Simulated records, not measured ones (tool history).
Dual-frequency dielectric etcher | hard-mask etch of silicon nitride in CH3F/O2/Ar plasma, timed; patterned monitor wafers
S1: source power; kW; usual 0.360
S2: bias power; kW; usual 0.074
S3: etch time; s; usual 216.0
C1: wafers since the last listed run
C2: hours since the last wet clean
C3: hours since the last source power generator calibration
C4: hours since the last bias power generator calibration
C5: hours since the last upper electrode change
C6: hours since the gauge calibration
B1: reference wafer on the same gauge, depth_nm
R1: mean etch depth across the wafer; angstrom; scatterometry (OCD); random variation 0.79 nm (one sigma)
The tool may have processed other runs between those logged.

{"run": 1, "hour": 0.0, "S1": 0.36, "S2": 0.074, "S3": 216.0, "C1": 0, "C2": 214.5, "C3": 1284.5, "C4": 1857.0, "C5": 3764.2, "C6": 1092.9, "B1": 125.0, "R1": 1437}
{"run": 2, "hour": 45.1, "S1": 0.36, "S2": 0.074, "S3": 216.0, "C1": 321, "C2": 259.6, "C3": 1329.6, "C4": 1902.1, "C5": 3809.3, "C6": 1138.0, "B1": 125.0, "R1": 1452}
{"run": 3, "hour": 92.3, "S1": 0.36, "S2": 0.074, "S3": 216.0, "C1": 336, "C2": 306.8, "C3": 1376.8, "C4": 1949.3, "C5": 3856.5, "C6": 1185.2, "B1": 125.1, "R1": 1468}
{"run": 4, "hour": 118.9, "S1": 0.36, "S2": 0.074, "S3": 216.0, "C1": 189, "C2": 333.4, "C3": 1403.4, "C4": 1975.9, "C5": 3883.1, "C6": 1211.8, "B1": 124.9, "R1": 1458}
{"hour": 187.5, "done": "wet clean of the chamber"}
{"run": 5, "hour": 188.0, "S1": 0.36, "S2": 0.074, "S3": 216.0, "C1": 321, "C2": 0.5, "C3": 1472.5, "C4": 2045.0, "C5": 3952.2, "C6": 1280.9, "B1": 125.1, "R1": 1379}
{"hour": 219.7, "done": "upper electrode replaced, of another model than before"}
{"run": 6, "hour": 220.2, "S1": 0.36, "S2": 0.074, "S3": 216.0, "C1": 58, "C2": 32.7, "C3": 1504.7, "C4": 2077.2, "C5": 0.5, "C6": 1313.1, "B1": 125.0, "R1": 1389}
{"run": 7, "hour": 268.2, "S1": 0.36, "S2": 0.074, "S3": 216.0, "C1": 342, "C2": 80.7, "C3": 1552.7, "C4": 2125.2, "C5": 48.5, "C6": 1361.1, "B1": 125.0, "R1": 1419}
{"run": 8, "hour": 338.3, "S1": 0.36, "S2": 0.074, "S3": 216.0, "C1": 499, "C2": 150.8, "C3": 1622.8, "C4": 2195.3, "C5": 118.6, "C6": 1431.2, "B1": 125.0, "R1": 1423}
{"run": 9, "hour": 377.8, "S1": 0.36, "S2": 0.074, "S3": 216.0, "C1": 281, "C2": 190.3, "C3": 1662.3, "C4": 2234.8, "C5": 158.1, "C6": 1470.7, "B1": 124.9, "R1": 1442}
{"hour": 406.5, "done": "gauge calibrated"}
{"run": 10, "hour": 416.4, "S1": 0.41, "S2": 0.074, "S3": 216.0, "C1": 275, "C2": 228.9, "C3": 1700.9, "C4": 2273.4, "C5": 196.7, "C6": 9.9, "B1": 125.1, "R1": 1475}
{"run": 11, "hour": 459.9, "S1": 0.44, "S2": 0.066, "S3": 171.0, "C1": 309, "C2": 272.4, "C3": 1744.4, "C4": 2316.9, "C5": 240.2, "C6": 53.4, "B1": 125.0, "R1": 1077}
{"run": 12, "hour": 511.1, "S1": 0.3, "S2": 0.086, "S3": 216.0, "C1": 364, "C2": 323.6, "C3": 1795.6, "C4": 2368.1, "C5": 291.4, "C6": 104.6, "B1": 125.1, "R1": 1556}
{"hour": 596.1, "done": "wet clean of the chamber"}
{"run": 13, "hour": 596.6, "S1": 0.29, "S2": 0.083, "S3": 194.5, "C1": 438, "C2": 0.5, "C3": 1881.1, "C4": 2453.6, "C5": 376.9, "C6": 190.1, "B1": 125.0, "R1": 1320}
{"hour": 612.9, "done": "bias power generator calibrated"}
{"run": 14, "hour": 640.3, "S1": 0.36, "S2": 0.074, "S3": 255.5, "C1": 282, "C2": 44.2, "C3": 1924.8, "C4": 27.4, "C5": 420.6, "C6": 233.8, "B1": 124.9, "R1": 1677}
{"run": 15, "hour": 693.0, "S1": 0.4, "S2": 0.061, "S3": 279.0, "C1": 375, "C2": 96.9, "C3": 1977.5, "C4": 80.1, "C5": 473.3, "C6": 286.5, "B1": 125.1, "R1": 1579}
{"run": 16, "hour": 736.7, "S1": 0.44, "S2": 0.061, "S3": 216.0, "C1": 311, "C2": 140.6, "C3": 2021.2, "C4": 123.8, "C5": 517.0, "C6": 330.2, "B1": 125.0, "R1": 1268}
{"hour": 783.0, "done": "source power generator calibrated"}
{"run": 17, "hour": 806.5, "S1": 0.36, "S2": 0.074, "S3": 216.0, "C1": 468, "C2": 210.4, "C3": 23.5, "C4": 193.6, "C5": 586.8, "C6": 400.0, "B1": 125.0, "R1": 1423}
{"run": 18, "hour": 831.3, "S1": 0.36, "S2": 0.074, "S3": 216.0, "C1": 176, "C2": 235.2, "C3": 48.3, "C4": 218.4, "C5": 611.6, "C6": 424.8, "B1": 125.1, "R1": 1435}
{"run": 19, "hour": 903.3, "S1": 0.36, "S2": 0.074, "S3": 216.0, "C1": 513, "C2": 307.2, "C3": 120.3, "C4": 290.4, "C5": 683.6, "C6": 496.8, "B1": 124.9, "R1": 1446}
{"hour": 952.4, "done": "wet clean of the chamber"}
{"run": 20, "hour": 952.9, "S1": 0.44, "S2": 0.074, "S3": 155.5, "C1": 182, "C2": 0.5, "C3": 169.9, "C4": 340.0, "C5": 733.2, "C6": 546.4, "B1": 125.0, "R1": 1039}
{"run": 21, "hour": 1006.2, "S1": 0.36, "S2": 0.074, "S3": 177.5, "C1": 379, "C2": 53.8, "C3": 223.2, "C4": 393.3, "C5": 786.5, "C6": 599.7, "B1": 125.0, "R1": 1147}
{"run": 22, "hour": 1125.1, "S1": 0.4, "S2": 0.091, "S3": 280.5, "C1": 847, "C2": 172.7, "C3": 342.1, "C4": 512.2, "C5": 905.4, "C6": 718.6, "B1": 124.9, "R1": 2216}
{"run": 23, "hour": 1178.2, "S1": 0.28, "S2": 0.074, "S3": 216.0, "C1": 378, "C2": 225.8, "C3": 395.2, "C4": 565.3, "C5": 958.5, "C6": 771.7, "B1": 125.0, "R1": 1362}
{"run": 24, "hour": 1226.9, "S1": 0.36, "S2": 0.074, "S3": 255.5, "C1": 347, "C2": 274.5, "C3": 443.9, "C4": 614.0, "C5": 1007.2, "C6": 820.4, "B1": 125.1, "R1": 1711}
{"run": 25, "hour": 1257.5, "S1": 0.45, "S2": 0.085, "S3": 193.0, "C1": 218, "C2": 305.1, "C3": 474.5, "C4": 644.6, "C5": 1037.8, "C6": 851.0, "B1": 124.7, "R1": 1504}
{"hour": 1328.9, "done": "wet clean of the chamber"}
{"run": 26, "hour": 1329.4, "S1": 0.36, "S2": 0.074, "S3": 216.0, "C1": 341, "C2": 0.5, "C3": 546.4, "C4": 716.5, "C5": 1109.7, "C6": 922.9, "B1": 125.2, "R1": 1400}
{"run": 27, "hour": 1342.5, "S1": 0.36, "S2": 0.074, "S3": 216.0, "C1": 93, "C2": 13.6, "C3": 559.5, "C4": 729.6, "C5": 1122.8, "C6": 936.0, "B1": 125.1, "R1": 1406}
{"run": 28, "hour": 1411.9, "S1": 0.36, "S2": 0.074, "S3": 216.0, "C1": 494, "C2": 83.0, "C3": 628.9, "C4": 799.0, "C5": 1192.2, "C6": 1005.4, "B1": 125.1, "R1": 1414}

Each row is a separate what-if for the run after 28, all from the same tool condition, not one after another. Results?
{"run": "A", "hour": 1412.4, "S1": 0.36, "S2": 0.074, "S3": 216.0, "C1": 3, "C2": 83.5, "C3": 629.4, "C4": 799.5, "C5": 1192.7, "C6": 1005.9, "B1": "?", "R1": "?"}
{"run": "B", "hour": 1412.4, "S1": 0.45, "S2": 0.074, "S3": 216.0, "C1": 3, "C2": 83.5, "C3": 629.4, "C4": 799.5, "C5": 1192.7, "C6": 1005.9, "B1": "?", "R1": "?"}
{"run": "C", "hour": 1412.4, "S1": 0.44, "S2": 0.064, "S3": 155.0, "C1": 3, "C2": 83.5, "C3": 629.4, "C4": 799.5, "C5": 1192.7, "C6": 1005.9, "B1": "?", "R1": "?"}
{"run": "D", "hour": 1412.4, "S1": 0.36, "S2": 0.079, "S3": 241.5, "C1": 3, "C2": 83.5, "C3": 629.4, "C4": 799.5, "C5": 1192.7, "C6": 1005.9, "B1": "?", "R1": "?"}
{"run": "E", "hour": 1412.4, "S1": 0.43, "S2": 0.059, "S3": 170.0, "C1": 3, "C2": 83.5, "C3": 629.4, "C4": 799.5, "C5": 1192.7, "C6": 1005.9, "B1": "?", "R1": "?"}

run=A B1=124.9 R1=1406
run=B B1=124.9 R1=1480
run=C B1=124.9 R1=933
run=D B1=124.9 R1=1655
run=E B1=124.9 R1=941
Stripped of hidden state, with their random variation kept, the same runs would have yielded:
run=A R1=1386
run=B R1=1459
run=C R1=920
run=D R1=1631
run=E R1=927
